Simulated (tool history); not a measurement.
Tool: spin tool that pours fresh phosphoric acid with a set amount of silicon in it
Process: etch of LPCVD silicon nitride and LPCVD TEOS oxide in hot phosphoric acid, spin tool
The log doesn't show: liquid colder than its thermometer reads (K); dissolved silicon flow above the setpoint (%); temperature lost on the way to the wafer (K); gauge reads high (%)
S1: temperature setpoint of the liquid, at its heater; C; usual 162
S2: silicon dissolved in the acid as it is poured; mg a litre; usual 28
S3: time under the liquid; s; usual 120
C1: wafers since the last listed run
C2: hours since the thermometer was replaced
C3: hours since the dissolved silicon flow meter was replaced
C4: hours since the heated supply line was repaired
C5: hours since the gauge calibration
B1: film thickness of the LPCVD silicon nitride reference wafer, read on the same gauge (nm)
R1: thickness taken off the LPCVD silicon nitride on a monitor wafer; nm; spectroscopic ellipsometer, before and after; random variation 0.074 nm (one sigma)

run 1 hour=0 | S1=162 S2=28 S3=120 | C1=0 C2=1477.5 C3=90.1 C4=303.8 C5=194.1 | B1=150.01 | R1=10.35
-- hour=23.8 thermometer replaced
run 2 hour=24.3 | S1=162 S2=28 S3=120 | C1=246 C2=0.5 C3=114.4 C4=328.1 C5=218.4 | B1=149.99 | R1=11.15
run 3 hour=40.9 | S1=164.5 S2=17.5 S3=90 | C1=175 C2=17.1 C3=131 C4=344.7 C5=235 | B1=149.98 | R1=9.05
run 4 hour=72.5 | S1=163 S2=34 S3=70 | C1=333 C2=48.7 C3=162.6 C4=376.3 C5=266.6 | B1=150 | R1=6.67
run 5 hour=91.4 | S1=162 S2=28 S3=120 | C1=199 C2=67.6 C3=181.5 C4=395.2 C5=285.5 | B1=150.01 | R1=11.11
run 6 hour=125.3 | S1=162 S2=28 S3=150 | C1=357 C2=101.5 C3=215.4 C4=429.1 C5=319.4 | B1=150.02 | R1=13.64
run 7 hour=147.8 | S1=162 S2=28 S3=120 | C1=237 C2=124 C3=237.9 C4=451.6 C5=341.9 | B1=149.99 | R1=10.92
run 8 hour=173.1 | S1=162 S2=28 S3=170 | C1=267 C2=149.3 C3=263.2 C4=476.9 C5=367.2 | B1=150.01 | R1=15.45
run 9 hour=207 | S1=162 S2=47.5 S3=70 | C1=357 C2=183.2 C3=297.1 C4=510.8 C5=401.1 | B1=150 | R1=6.29
run 10 hour=235.3 | S1=159 S2=47 S3=155 | C1=298 C2=211.5 C3=325.4 C4=539.1 C5=429.4 | B1=149.99 | R1=12.59
run 11 hour=261 | S1=164.5 S2=28 S3=120 | C1=271 C2=237.2 C3=351.1 C4=564.8 C5=455.1 | B1=150 | R1=11.63
run 12 hour=276.1 | S1=162 S2=28 S3=120 | C1=159 C2=252.3 C3=366.2 C4=579.9 C5=470.2 | B1=150.01 | R1=10.71
run 13 hour=304.5 | S1=162 S2=28 S3=120 | C1=299 C2=280.7 C3=394.6 C4=608.3 C5=498.6 | B1=150 | R1=10.48
run 14 hour=322.1 | S1=162 S2=47 S3=120 | C1=185 C2=298.3 C3=412.2 C4=625.9 C5=516.2 | B1=150.01 | R1=10.61
run 15 hour=355.1 | S1=162 S2=39.5 S3=120 | C1=348 C2=331.3 C3=445.2 C4=658.9 C5=549.2 | B1=150 | R1=10.43
run 16 hour=372.2 | S1=162 S2=28 S3=120 | C1=180 C2=348.4 C3=462.3 C4=676 C5=566.3 | B1=150 | R1=10.58
run 17 hour=402.7 | S1=164 S2=28 S3=160 | C1=322 C2=378.9 C3=492.8 C4=706.5 C5=596.8 | B1=150 | R1=14.78
run 18 hour=420.1 | S1=163.5 S2=40.5 S3=120 | C1=183 C2=396.3 C3=510.2 C4=723.9 C5=614.2 | B1=150 | R1=10.97
run 19 hour=437.3 | S1=163.5 S2=47 S3=100 | C1=181 C2=413.5 C3=527.4 C4=741.1 C5=631.4 | B1=150.02 | R1=9.12
-- hour=441.9 heated supply line repaired
run 20 hour=450.1 | S1=159.5 S2=14 S3=140 | C1=124 C2=426.3 C3=540.2 C4=8.2 C5=644.2 | B1=150 | R1=12.26
run 21 hour=480.7 | S1=161 S2=19 S3=120 | C1=323 C2=456.9 C3=570.8 C4=38.8 C5=674.8 | B1=149.97 | R1=10.96
run 22 hour=511.3 | S1=162 S2=28 S3=120 | C1=323 C2=487.5 C3=601.4 C4=69.4 C5=705.4 | B1=150.01 | R1=11.2

Hidden state or all else? Some run-to-run changes of R1, split into what the settings, what came in and random variation would give without the hidden state, and what is left for the hidden state (with any gauge scatter that isn't in both results):
Run 1 -> 2: thermometer replaced. R1 +0.8 nm: hidden state +0.8, all else +0.
Run 8 -> 9: S2 28 -> 47.5, S3 170 -> 70. R1 -9.16 nm: hidden state +0.68, all else -9.84.
Run 9 -> 10: S1 162 -> 159, S2 47.5 -> 47, S3 70 -> 155. R1 +6.3 nm: hidden state -0.61, all else +6.91.
Run 19 -> 20: S1 163.5 -> 159.5, S2 47 -> 14, S3 100 -> 140, heated supply line repaired. R1 +3.14 nm: hidden state +0.72, all else +2.42.

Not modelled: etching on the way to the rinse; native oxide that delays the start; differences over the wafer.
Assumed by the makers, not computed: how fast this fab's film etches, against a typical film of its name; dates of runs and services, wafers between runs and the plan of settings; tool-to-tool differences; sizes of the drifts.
